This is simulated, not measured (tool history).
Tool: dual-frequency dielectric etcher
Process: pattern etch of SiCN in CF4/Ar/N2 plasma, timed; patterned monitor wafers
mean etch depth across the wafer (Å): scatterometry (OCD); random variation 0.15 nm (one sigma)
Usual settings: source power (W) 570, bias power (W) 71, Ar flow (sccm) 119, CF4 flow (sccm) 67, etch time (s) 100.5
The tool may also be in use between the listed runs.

run   hour  source power (W)  bias power (W)  Ar flow (sccm)  CF4 flow (sccm)  etch time (s)  wafers since the last listed run  hours since the last wet clean  hours since the last source power generator calibration  hours since the last bias power generator calibration  hours since the last Ar flow controller change  hours since the last CF4 flow controller change  hours since the last upper electrode change  hours since the gauge calibration  read-back reference wafer on the same gauge, depth_nm  mean etch depth across the wafer (Å)
  1      0               570              71             119               67          100.5                                 0                           314.5                                                     5090                                                 3418.5                                          2780.9                                           2482.3                                       5838.4                               46.5                                                  107.8                                   984
  2   12.4               570              71             119               67          100.5                               131                           326.9                                                   5102.4                                                 3430.9                                          2793.3                                           2494.7                                       5850.8                               58.9                                                    108                                   988
  3     19               570              71             119               59           83.5                                70                           333.5                                                     5109                                                 3437.5                                          2799.9                                           2501.3                                       5857.4                               65.5                                                  107.9                                   808
  4   36.9               570              71             119               67          100.5                               190                           351.4                                                   5126.9                                                 3455.4                                          2817.8                                           2519.2                                       5875.3                               83.4                                                  107.9                                   989
      49.7  -- bias power generator calibrated
      65.7  -- wet clean of the chamber
  5   78.7               570              71             119               67          100.5                               232                              13                                                   5168.7                                                     29                                          2859.6                                             2561                                       5917.1                              125.2                                                  107.9                                   993
  6   87.4               570              71             119               67          100.5                                92                            21.7                                                   5177.4                                                   37.7                                          2868.3                                           2569.7                                       5925.8                              133.9                                                  107.9                                   992
  7     94               570              71             119               67          100.5                                70                            28.3                                                     5184                                                   44.3                                          2874.9                                           2576.3                                       5932.4                              140.5                                                  107.9                                   989
     133.8  -- upper electrode replaced
  8  134.3               690              71             148               55          100.5                               173                            68.6                                                   5224.3                                                   84.6                                          2915.2                                           2616.6                                          0.5                              180.8                                                  107.9                                  1023
  9  134.6               710              71             138               67          100.5                                 3                            68.9                                                   5224.6                                                   84.9                                          2915.5                                           2616.9                                          0.8                              181.1                                                  107.9                                  1085
 10  134.9               570              89             119               55          100.5                                 3                            69.2                                                   5224.9                                                   85.2                                          2915.8                                           2617.2                                          1.1                              181.4                                                  107.9                                  1069
     142.4  -- Ar flow controller replaced
 11  144.6               450              71              96               67           83.5                                39                            78.9                                                   5234.6                                                   94.9                                             2.2                                           2626.9                                         10.8                              191.1                                                  107.9                                   766
 12  150.8               570              71             119               58            117                                65                            85.1                                                   5240.8                                                  101.1                                             8.4                                           2633.1                                           17                              197.3                                                  107.9                                  1133
 13  159.5               570              71             119               67          100.5                                92                            93.8                                                   5249.5                                                  109.8                                            17.1                                           2641.8                                         25.7                                206                                                  107.9                                   990
 14  170.5               570              71             119               67          100.5                               117                           104.8                                                   5260.5                                                  120.8                                            28.1                                           2652.8                                         36.7                                217                                                  107.9                                   989
     172.6  -- gauge calibrated
     182.1  -- CF4 flow controller replaced
 15  183.9               510              71             104               67            111                                78                           118.2                                                   5273.9                                                  134.2                                            41.5                                              1.8                                         50.1                               11.3                                                  107.9                                  1067
     199.3  -- source power generator calibrated
 16  199.8               570              71             119               60          100.5                               126                           134.1                                                      0.5                                                  150.1                                            57.4                                             17.7                                           66                               27.2                                                  107.9                                   981
 17  214.2               570              71              94               51            128                               153                           148.5                                                     14.9                                                  164.5                                            71.8                                             32.1                                         80.4                               41.6                                                  107.9                                  1301
 18  222.8               570              71             119               67          100.5                                91                           157.1                                                     23.5                                                  173.1                                            80.4                                             40.7                                           89                               50.2                                                  107.9                                   990
 19  235.3               570              71             103               67           75.5                               133                           169.6                                                       36                                                  185.6                                            92.9                                             53.2                                        101.5                               62.7                                                    108                                   771
 20    266               450              71             147               60            121                               326                           200.3                                                     66.7                                                  216.3                                           123.6                                             83.9                                        132.2                               93.4                                                    108                                   990
 21  274.3               570              71             130               67          100.5                                88                           208.6                                                       75                                                  224.6                                           131.9                                             92.2                                        140.5                              101.7                                                  107.9                                   967
 22  282.8               570              65             119               67          100.5                                90                           217.1                                                     83.5                                                  233.1                                           140.4                                            100.7                                          149                              110.2                                                  107.9                                   955

The same runs without the tool's hidden state, with the same run-to-run variation:
The hidden state here: etch rate over this chamber's usual, %; source power that arrives over what is set, %; bias power that arrives over what is set, %; Ar flow that arrives over what is set, %; CF4 flow that arrives over what is set, %; gauge reads high (%).
run  mean etch depth across the wafer (Å)
  1                                   990
  2                                   994
  3                                   813
  4                                   995
  5                                   993
  6                                   992
  7                                   990
  8                                  1024
  9                                  1086
 10                                  1070
 11                                   767
 12                                  1135
 13                                   992
 14                                   990
 15                                  1069
 16                                   983
 17                                  1304
 18                                   993
 19                                   773
 20                                   993
 21                                   970
 22                                   958

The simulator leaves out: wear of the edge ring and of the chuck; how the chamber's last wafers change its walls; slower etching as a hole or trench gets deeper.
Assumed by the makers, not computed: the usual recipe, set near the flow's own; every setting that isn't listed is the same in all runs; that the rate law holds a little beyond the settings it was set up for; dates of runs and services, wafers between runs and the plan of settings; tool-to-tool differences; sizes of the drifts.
